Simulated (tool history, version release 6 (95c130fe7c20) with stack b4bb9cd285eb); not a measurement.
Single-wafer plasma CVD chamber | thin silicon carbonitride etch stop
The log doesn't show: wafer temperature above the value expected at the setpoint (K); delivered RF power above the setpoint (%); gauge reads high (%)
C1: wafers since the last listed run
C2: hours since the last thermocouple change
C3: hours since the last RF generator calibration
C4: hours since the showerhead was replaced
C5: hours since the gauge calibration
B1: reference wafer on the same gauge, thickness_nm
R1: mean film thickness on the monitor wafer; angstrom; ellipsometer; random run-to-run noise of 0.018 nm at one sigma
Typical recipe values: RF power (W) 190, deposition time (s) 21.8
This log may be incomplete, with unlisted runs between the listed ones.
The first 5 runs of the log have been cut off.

run 6 hour=47.7 | RF_power_(W)=190 deposition_time_(s)=21.8 | C1=139 C2=2974.3 C3=1705.5 C4=4793.4 C5=399.6 | B1=10.797 | R1=115.98
run 7 hour=54.7 | RF_power_(W)=190 deposition_time_(s)=21.8 | C1=149 C2=2981.3 C3=1712.5 C4=4800.4 C5=406.6 | B1=10.801 | R1=115.78
run 8 hour=72.0 | RF_power_(W)=190 deposition_time_(s)=21.8 | C1=370 C2=2998.6 C3=1729.8 C4=4817.7 C5=423.9 | B1=10.797 | R1=115.91
run 9 hour=115.3 | RF_power_(W)=190 deposition_time_(s)=21.8 | C1=926 C2=3041.9 C3=1773.1 C4=4861.0 C5=467.2 | B1=10.799 | R1=115.73
run 10 hour=125.2 | RF_power_(W)=190 deposition_time_(s)=21.8 | C1=211 C2=3051.8 C3=1783.0 C4=4870.9 C5=477.1 | B1=10.798 | R1=115.81
-- hour=137.3 thermocouple changed; heater temperature recalibrated
run 11 hour=137.8 | RF_power_(W)=190 deposition_time_(s)=21.8 | C1=98 C2=0.5 C3=1795.6 C4=4883.5 C5=489.7 | B1=10.796 | R1=115.95
run 12 hour=155.9 | RF_power_(W)=215 deposition_time_(s)=20.4 | C1=387 C2=18.6 C3=1813.7 C4=4901.6 C5=507.8 | B1=10.804 | R1=111.83
run 13 hour=168.5 | RF_power_(W)=215 deposition_time_(s)=20.4 | C1=269 C2=31.2 C3=1826.3 C4=4914.2 C5=520.4 | B1=10.801 | R1=111.70
run 14 hour=185.2 | RF_power_(W)=155 deposition_time_(s)=21.8 | C1=357 C2=47.9 C3=1843.0 C4=4930.9 C5=537.1 | B1=10.800 | R1=110.44
run 15 hour=230.0 | RF_power_(W)=225 deposition_time_(s)=23.3 | C1=958 C2=92.7 C3=1887.8 C4=4975.7 C5=581.9 | B1=10.798 | R1=129.06
-- hour=247.7 showerhead replaced
run 16 hour=248.2 | RF_power_(W)=205 deposition_time_(s)=19.3 | C1=218 C2=110.9 C3=1906.0 C4=0.5 C5=600.1 | B1=10.803 | R1=104.55
run 17 hour=251.3 | RF_power_(W)=190 deposition_time_(s)=21.8 | C1=66 C2=114.0 C3=1909.1 C4=3.6 C5=603.2 | B1=10.798 | R1=115.79
run 18 hour=268.2 | RF_power_(W)=190 deposition_time_(s)=21.8 | C1=361 C2=130.9 C3=1926.0 C4=20.5 C5=620.1 | B1=10.799 | R1=115.75
run 19 hour=277.7 | RF_power_(W)=170 deposition_time_(s)=25.0 | C1=203 C2=140.4 C3=1935.5 C4=30.0 C5=629.6 | B1=10.802 | R1=129.54
run 20 hour=284.3 | RF_power_(W)=160 deposition_time_(s)=25.9 | C1=141 C2=147.0 C3=1942.1 C4=36.6 C5=636.2 | B1=10.802 | R1=132.09
run 21 hour=298.4 | RF_power_(W)=190 deposition_time_(s)=18.2 | C1=301 C2=161.1 C3=1956.2 C4=50.7 C5=650.3 | B1=10.798 | R1=96.62
-- hour=304.9 gauge calibrated
run 22 hour=307.8 | RF_power_(W)=190 deposition_time_(s)=19.8 | C1=201 C2=170.5 C3=1965.6 C4=60.1 C5=2.9 | B1=10.802 | R1=105.36
run 23 hour=315.6 | RF_power_(W)=190 deposition_time_(s)=21.8 | C1=166 C2=178.3 C3=1973.4 C4=67.9 C5=10.7 | B1=10.797 | R1=115.44
run 24 hour=332.3 | RF_power_(W)=190 deposition_time_(s)=21.8 | C1=357 C2=195.0 C3=1990.1 C4=84.6 C5=27.4 | B1=10.801 | R1=115.79
-- hour=346.3 RF generator calibrated
run 25 hour=385.7 | RF_power_(W)=160 deposition_time_(s)=21.8 | C1=971 C2=248.4 C3=39.4 C4=138.0 C5=80.8 | B1=10.797 | R1=112.72
run 26 hour=397.0 | RF_power_(W)=190 deposition_time_(s)=21.8 | C1=241 C2=259.7 C3=50.7 C4=149.3 C5=92.1 | B1=10.801 | R1=118.14
run 27 hour=403.6 | RF_power_(W)=230 deposition_time_(s)=24.3 | C1=141 C2=266.3 C3=57.3 C4=155.9 C5=98.7 | B1=10.796 | R1=137.52
run 28 hour=410.8 | RF_power_(W)=205 deposition_time_(s)=26.1 | C1=154 C2=273.5 C3=64.5 C4=163.1 C5=105.9 | B1=10.799 | R1=143.50
run 29 hour=420.8 | RF_power_(W)=165 deposition_time_(s)=18.1 | C1=213 C2=283.5 C3=74.5 C4=173.1 C5=115.9 | B1=10.797 | R1=94.56
run 30 hour=436.3 | RF_power_(W)=220 deposition_time_(s)=18.0 | C1=331 C2=299.0 C3=90.0 C4=188.6 C5=131.4 | B1=10.797 | R1=100.98

Forecast run 31:
run 31 hour=442.8 | RF_power_(W)=205 deposition_time_(s)=24.7 | C1=139 C2=305.5 C3=96.5 C4=195.1 C5=137.9 | B1=? | R1=?

{"run 31": {"B1": 10.799, "R1": 135.83}}
With the hidden condition absent and the run-to-run variation left alone, this run would have shown R1 136.32 angstrom.
